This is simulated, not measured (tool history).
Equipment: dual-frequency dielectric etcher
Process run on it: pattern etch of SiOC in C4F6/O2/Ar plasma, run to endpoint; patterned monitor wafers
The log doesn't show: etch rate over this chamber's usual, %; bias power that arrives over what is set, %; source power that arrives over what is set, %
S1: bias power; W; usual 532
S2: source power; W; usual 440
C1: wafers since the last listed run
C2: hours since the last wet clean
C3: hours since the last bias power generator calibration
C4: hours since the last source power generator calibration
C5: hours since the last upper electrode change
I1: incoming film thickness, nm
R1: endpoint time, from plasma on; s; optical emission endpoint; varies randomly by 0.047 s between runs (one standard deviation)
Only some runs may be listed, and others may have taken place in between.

run 1 hour=0 | S1=532 S2=440 | C1=0 C2=226.6 C3=687.7 C4=1581.4 C5=5213 | I1=35.24 | R1=12.7
run 2 hour=57.5 | S1=532 S2=440 | C1=1266 C2=284.1 C3=745.2 C4=1638.9 C5=5270.5 | I1=35.63 | R1=12.7
run 3 hour=105.3 | S1=532 S2=440 | C1=1052 C2=331.9 C3=793 C4=1686.7 C5=5318.3 | I1=35.78 | R1=12.8
run 4 hour=157.7 | S1=532 S2=440 | C1=1153 C2=384.3 C3=845.4 C4=1739.1 C5=5370.7 | I1=35.89 | R1=12.6
run 5 hour=213.4 | S1=532 S2=440 | C1=1226 C2=440 C3=901.1 C4=1794.8 C5=5426.4 | I1=35.38 | R1=12.5
run 6 hour=239.4 | S1=532 S2=440 | C1=572 C2=466 C3=927.1 C4=1820.8 C5=5452.4 | I1=35.62 | R1=12.5
-- hour=266.5 wet clean of the chamber
run 7 hour=267 | S1=532 S2=530 | C1=79 C2=0.5 C3=954.7 C4=1848.4 C5=5480 | I1=35.33 | R1=12.2
run 8 hour=306.8 | S1=532 S2=480 | C1=876 C2=40.3 C3=994.5 C4=1888.2 C5=5519.8 | I1=35.9 | R1=12.9
-- hour=350.7 upper electrode replaced, of another model than before
run 9 hour=371.3 | S1=532 S2=480 | C1=891 C2=104.8 C3=1059 C4=1952.7 C5=20.6 | I1=35.46 | R1=12.8
run 10 hour=405.6 | S1=532 S2=440 | C1=755 C2=139.1 C3=1093.3 C4=1987 C5=54.9 | I1=35.61 | R1=12.9
run 11 hour=436.8 | S1=428 S2=440 | C1=687 C2=170.3 C3=1124.5 C4=2018.2 C5=86.1 | I1=35.9 | R1=14.2
run 12 hour=498.1 | S1=428 S2=440 | C1=1349 C2=231.6 C3=1185.8 C4=2079.5 C5=147.4 | I1=35.51 | R1=13.9
run 13 hour=553.1 | S1=428 S2=440 | C1=1211 C2=286.6 C3=1240.8 C4=2134.5 C5=202.4 | I1=35.63 | R1=13.9
-- hour=734.8 wet clean of the chamber
run 14 hour=735.3 | S1=532 S2=440 | C1=3483 C2=0.5 C3=1423 C4=2316.7 C5=384.6 | I1=35.42 | R1=13
run 15 hour=774.1 | S1=643 S2=440 | C1=854 C2=39.3 C3=1461.8 C4=2355.5 C5=423.4 | I1=35.67 | R1=12.1
run 16 hour=807.8 | S1=532 S2=380 | C1=742 C2=73 C3=1495.5 C4=2389.2 C5=457.1 | I1=35.75 | R1=13.4
run 17 hour=865.8 | S1=465 S2=510 | C1=1277 C2=131 C3=1553.5 C4=2447.2 C5=515.1 | I1=35.61 | R1=13.1
run 18 hour=1039.3 | S1=404 S2=380 | C1=3820 C2=304.5 C3=1727 C4=2620.7 C5=688.6 | I1=35.51 | R1=14.5
-- hour=1113 bias power generator calibrated
-- hour=1262.3 wet clean of the chamber
run 19 hour=1262.8 | S1=665 S2=540 | C1=4305 C2=0.5 C3=149.8 C4=2844.2 C5=912.1 | I1=35.65 | R1=11.5
-- hour=1267.2 source power generator calibrated
run 20 hour=1298.4 | S1=474 S2=410 | C1=695 C2=36.1 C3=185.4 C4=31.2 C5=947.7 | I1=35.38 | R1=13.8
run 21 hour=1328.7 | S1=404 S2=380 | C1=667 C2=66.4 C3=215.7 C4=61.5 C5=978 | I1=35.38 | R1=14.8
run 22 hour=1382.2 | S1=570 S2=400 | C1=1178 C2=119.9 C3=269.2 C4=115 C5=1031.5 | I1=35.64 | R1=13
run 23 hour=1446.5 | S1=575 S2=440 | C1=1415 C2=184.2 C3=333.5 C4=179.3 C5=1095.8 | I1=35.61 | R1=12.5
run 24 hour=1479.7 | S1=611 S2=520 | C1=731 C2=217.4 C3=366.7 C4=212.5 C5=1129 | I1=35.56 | R1=11.7
run 25 hour=1527.6 | S1=593 S2=400 | C1=1054 C2=265.3 C3=414.6 C4=260.4 C5=1176.9 | I1=35.69 | R1=12.5
run 26 hour=1579 | S1=532 S2=480 | C1=1131 C2=316.7 C3=466 C4=311.8 C5=1228.3 | I1=35.71 | R1=12.5
run 27 hour=1634.6 | S1=654 S2=480 | C1=1224 C2=372.3 C3=521.6 C4=367.4 C5=1283.9 | I1=36 | R1=11.6
run 28 hour=1700.9 | S1=660 S2=510 | C1=1459 C2=438.6 C3=587.9 C4=433.7 C5=1350.2 | I1=35.64 | R1=11.2
run 29 hour=1738.7 | S1=417 S2=480 | C1=832 C2=476.4 C3=625.7 C4=471.5 C5=1388 | I1=35.35 | R1=13.3
run 30 hour=1763 | S1=588 S2=440 | C1=535 C2=500.7 C3=650 C4=495.8 C5=1412.3 | I1=35.73 | R1=12
-- hour=1802.1 wet clean of the chamber
run 31 hour=1804.7 | S1=463 S2=380 | C1=389 C2=2.6 C3=691.7 C4=537.5 C5=1454 | I1=35.95 | R1=14.4
run 32 hour=1854.1 | S1=532 S2=480 | C1=1087 C2=52 C3=741.1 C4=586.9 C5=1503.4 | I1=35.6 | R1=12.9
run 33 hour=1919.6 | S1=606 S2=360 | C1=1442 C2=117.5 C3=806.6 C4=652.4 C5=1568.9 | I1=35.42 | R1=12.8
run 34 hour=1965.4 | S1=532 S2=440 | C1=1008 C2=163.3 C3=852.4 C4=698.2 C5=1614.7 | I1=35.39 | R1=12.9
run 35 hour=1995.1 | S1=465 S2=510 | C1=654 C2=193 C3=882.1 C4=727.9 C5=1644.4 | I1=35.8 | R1=13.1
run 36 hour=2059.4 | S1=648 S2=440 | C1=1415 C2=257.3 C3=946.4 C4=792.2 C5=1708.7 | I1=35.47 | R1=11.9

What if the next run were any one of these 3? Each begins from the tool's condition after run 36:
run A hour=2059.8 | S1=532 S2=440 | C1=8 C2=257.7 C3=946.8 C4=792.6 C5=1709.1 | I1=35.93 | R1=?
run B hour=2059.8 | S1=597 S2=440 | C1=8 C2=257.7 C3=946.8 C4=792.6 C5=1709.1 | I1=35.93 | R1=?
run C hour=2059.8 | S1=497 S2=390 | C1=8 C2=257.7 C3=946.8 C4=792.6 C5=1709.1 | I1=35.93 | R1=?

run=A R1=13
run=B R1=12.4
run=C R1=13.6
With the hidden condition removed and each run's random variation left untouched, the same runs would have given:
run=A R1=13.2
run=B R1=12.6
run=C R1=13.9

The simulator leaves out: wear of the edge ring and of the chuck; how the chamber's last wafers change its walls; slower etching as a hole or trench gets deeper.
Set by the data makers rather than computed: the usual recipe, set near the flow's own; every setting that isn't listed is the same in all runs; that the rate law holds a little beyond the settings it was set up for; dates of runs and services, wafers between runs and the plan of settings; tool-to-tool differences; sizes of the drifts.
